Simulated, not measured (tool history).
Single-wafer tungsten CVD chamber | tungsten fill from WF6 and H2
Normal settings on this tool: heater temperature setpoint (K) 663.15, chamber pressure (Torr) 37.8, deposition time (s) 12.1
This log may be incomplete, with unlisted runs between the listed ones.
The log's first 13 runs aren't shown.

run,hour,heater temperature setpoint (K),chamber pressure (Torr),deposition time (s),"read-back reference wafer on the same gauge, thickness_nm",mean film thickness on the monitor wafer (Å)
14,221.0,663.15,42.8,10.7,27.902,281.44
15,234.1,673.15,37.8,10.9,27.911,325.24
16,246.6,657.15,37.8,12.1,27.879,275.67
# hour 256.0: showerhead replaced
17,257.5,663.15,37.8,12.1,27.898,305.06
# hour 272.6: capacitance manometer re-zeroed and calibrated
18,273.1,663.15,37.8,12.1,27.890,315.00
19,282.6,674.15,28.9,12.1,27.923,344.93
20,296.0,651.15,41.2,10.0,27.896,216.78
21,304.4,650.15,37.8,13.4,27.905,275.95
22,313.1,651.15,31.5,10.3,27.885,201.57
23,323.2,663.15,37.8,12.1,27.889,311.78
24,334.3,676.15,44.4,9.7,27.887,326.20
25,342.6,651.15,37.8,12.1,27.913,252.69
26,357.7,663.15,34.2,12.1,27.885,300.87
27,363.8,678.15,34.5,12.9,27.923,411.46
28,371.6,668.15,37.8,12.1,27.922,338.76
29,381.9,663.15,37.8,12.1,27.911,310.19
30,389.4,668.15,43.2,10.4,27.900,302.84
31,404.4,663.15,37.8,12.1,27.904,309.65
32,414.4,658.15,32.7,12.8,27.915,286.62
# hour 426.0: gauge calibrated
33,428.1,663.15,37.8,11.2,27.877,285.70

What if the next run were any one of these 5? Each begins from the tool's condition after run 33:
A,428.5,663.15,40.8,12.1,?,?
B,428.5,673.15,37.8,12.1,?,?
C,428.5,651.15,35.0,11.5,?,?
D,428.5,652.15,33.9,13.6,?,?
E,428.5,677.15,46.9,12.1,?,?

run,"read-back reference wafer on the same gauge, thickness_nm",mean film thickness on the monitor wafer (Å)
A,27.922,315.91
B,27.922,362.76
C,27.922,230.40
D,27.922,274.47
E,27.922,418.05
What these runs would have given with no unlogged condition in the tool:
run,mean film thickness on the monitor wafer (Å)
A,318.87
B,366.21
C,232.57
D,277.07
E,421.94
